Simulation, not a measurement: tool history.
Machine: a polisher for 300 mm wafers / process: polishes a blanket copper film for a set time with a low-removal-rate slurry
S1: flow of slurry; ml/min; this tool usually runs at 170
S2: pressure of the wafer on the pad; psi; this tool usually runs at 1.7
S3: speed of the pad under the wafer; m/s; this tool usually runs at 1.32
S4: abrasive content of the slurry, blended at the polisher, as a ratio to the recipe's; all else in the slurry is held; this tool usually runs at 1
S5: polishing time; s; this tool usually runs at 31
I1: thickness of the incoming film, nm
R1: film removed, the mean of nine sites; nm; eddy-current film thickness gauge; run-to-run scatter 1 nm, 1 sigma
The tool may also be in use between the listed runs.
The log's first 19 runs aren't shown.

run     day   S1   S2    S3    S4  S5      I1    R1
 20   9.333  125  1.9  1.32     1  31  1260.6  73.9
 21   9.888  145  1.7  1.32     1  31  1258.2    69
 22  10.492  205  1.7  1.32     1  41  1224.5  92.3
     11.179  -- worn pad replaced by a new one
 23    11.2  110  1.7  1.32     1  31  1236.7  71.6
 24  11.838  220    2  1.32     1  31  1262.3  92.1
 25  12.575  170    2  1.74     1  22  1257.1    83
 26  12.938  125  1.9  1.44  0.85  31  1230.3  83.1
 27  15.021  170  1.7  1.32     1  31  1243.9    71
 28  15.417  170  1.7  1.02     1  21  1229.2  35.8
       15.7  -- worn pad replaced by a new one
 29  16.158  170  1.7  1.32     1  31  1257.9  75.8
 30  16.567  125  1.7     1   1.1  31  1227.2  58.1

What if the next run were any one of these 4? Each begins from the tool's condition after run 30:
  A  16.583  170  1.7  1.32    1  31  1236.5   ?
  B  16.583  185  1.5  1.72  1.2  31  1236.5   ?
  C  16.583  120  1.2  1.32    1  40  1236.5   ?
  D  16.583  220  1.7  1.32    1  31  1236.5   ?

run    R1
  A  78.1
  B  97.8
  C  73.8
  D  80.9
Had the tool no hidden state, the same runs would have come out as:
run    R1
  A  79.6
  B  99.7
  C  75.2
  D  82.5

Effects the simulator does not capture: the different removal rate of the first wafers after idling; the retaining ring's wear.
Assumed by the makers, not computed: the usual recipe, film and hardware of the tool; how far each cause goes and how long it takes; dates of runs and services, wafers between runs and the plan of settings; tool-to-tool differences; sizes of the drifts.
